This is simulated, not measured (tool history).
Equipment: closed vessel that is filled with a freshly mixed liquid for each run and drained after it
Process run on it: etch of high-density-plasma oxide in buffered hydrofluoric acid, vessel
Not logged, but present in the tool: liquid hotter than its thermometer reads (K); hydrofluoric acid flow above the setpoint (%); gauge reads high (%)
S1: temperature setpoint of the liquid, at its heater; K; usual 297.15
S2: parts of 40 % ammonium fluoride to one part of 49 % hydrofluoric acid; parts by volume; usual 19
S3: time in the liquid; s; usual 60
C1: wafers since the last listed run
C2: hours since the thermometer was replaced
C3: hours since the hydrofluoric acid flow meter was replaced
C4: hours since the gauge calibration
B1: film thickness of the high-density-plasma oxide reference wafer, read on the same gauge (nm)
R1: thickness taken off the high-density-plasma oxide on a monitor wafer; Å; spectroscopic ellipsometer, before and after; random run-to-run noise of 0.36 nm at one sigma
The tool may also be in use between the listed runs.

run,hour,S1,S2,S3,C1,C2,C3,C4,B1,R1
1,0,297.15,14,60,0,1543.3,440.2,471.2,89.96,739.2
# hour 0.5: gauge calibrated
2,10.1,297.15,14,60,853,1553.4,450.3,9.6,90.01,745.3
3,19.6,297.15,14,60,802,1562.9,459.8,19.1,90.01,743.2
4,35.9,297.15,19,75,1377,1579.2,476.1,35.4,89.98,687
5,48.1,297.15,19,75,1031,1591.4,488.3,47.6,89.98,689.2
6,54.9,297.15,13.5,60,574,1598.2,495.1,54.4,90.01,780.4
7,64.5,297.15,13.5,60,811,1607.8,504.7,64,90.02,774.1
8,73.6,297.15,13.5,60,769,1616.9,513.8,73.1,89.94,780.3
9,81.7,297.15,16.5,60,684,1625,521.9,81.2,90,629.4
10,92.7,297.15,19,70,929,1636,532.9,92.2,90,653.2
11,107.3,297.15,15.5,30,1233,1650.6,547.5,106.8,90.04,341.4
12,116.6,297.15,15,60,785,1659.9,556.8,116.1,89.98,701.3
13,131.6,292.65,19,60,1267,1674.9,571.8,131.1,90.02,437.5
14,146.6,297.15,19,60,1267,1689.9,586.8,146.1,89.98,551.7
15,153.9,299.65,12,85,616,1697.2,594.1,153.4,89.98,1419.8
16,162.6,297.15,19,60,735,1705.9,602.8,162.1,89.99,556.9
# hour 192.7: thermometer replaced
17,193.9,293.65,25,85,2560,1.2,634.1,193.4,89.96,566.9
18,203.6,292.65,16,90,819,10.9,643.8,203.1,90.01,834.7
# hour 212.4: hydrofluoric acid flow meter replaced
19,215.8,297.15,14.5,60,946,23.1,3.4,215.3,90.03,782.2
20,232.7,297.15,19,60,1428,40,20.3,232.2,89.99,599.6
21,248.1,297.15,19,40,1301,55.4,35.7,247.6,90.01,405
22,254.5,293.15,26.5,75,540,61.8,42.1,254,90,472.6
23,272.4,297.15,23.5,60,1512,79.7,60,271.9,90,512.2
# hour 279.3: thermometer replaced, repeated, since the last time left the tool worse
24,286.3,297.15,19,60,1090,7,73.9,285.8,90.03,508.8
25,297.4,297.15,11.5,60,938,18.1,85,296.9,90.01,839.3
26,303.4,297.15,22,30,507,24.1,91,302.9,90,228.6
27,317.6,297.15,14.5,60,1200,38.3,105.2,317.1,89.96,672.8
28,335.2,292.65,19,60,1487,55.9,122.8,334.7,89.97,401.6
29,343.7,297.15,14.5,35,718,64.4,131.3,343.2,89.98,387.1
30,359.6,294.15,11.5,60,1343,80.3,147.2,359.1,90.01,714.6
31,381.4,294.65,11.5,70,1842,102.1,169,380.9,90,854.6

Selected run-to-run steps in R1, each split into two signed amounts: the part the tool would show with no hidden state at all (from settings, incoming material and random variation), and the remainder, which goes to the hidden state together with any gauge scatter not common to the measured and the hidden-state-free results:
Run 14 -> 15: S1 297.15 -> 299.65, S2 19 -> 12, S3 60 -> 85. R1 +868.1 Å: hidden state +80.3, all else +787.8.
Run 15 -> 16: S1 299.65 -> 297.15, S2 12 -> 19, S3 85 -> 60. R1 -862.9 Å: hidden state -79.5, all else -783.4.
Run 23 -> 24: S2 23.5 -> 19, thermometer replaced, repeated, since the last time left the tool worse. R1 -3.4 Å: hidden state -75.1, all else +71.7.
Run 25 -> 26: S2 11.5 -> 22, S3 60 -> 30. R1 -610.7 Å: hidden state -9.1, all else -601.6.
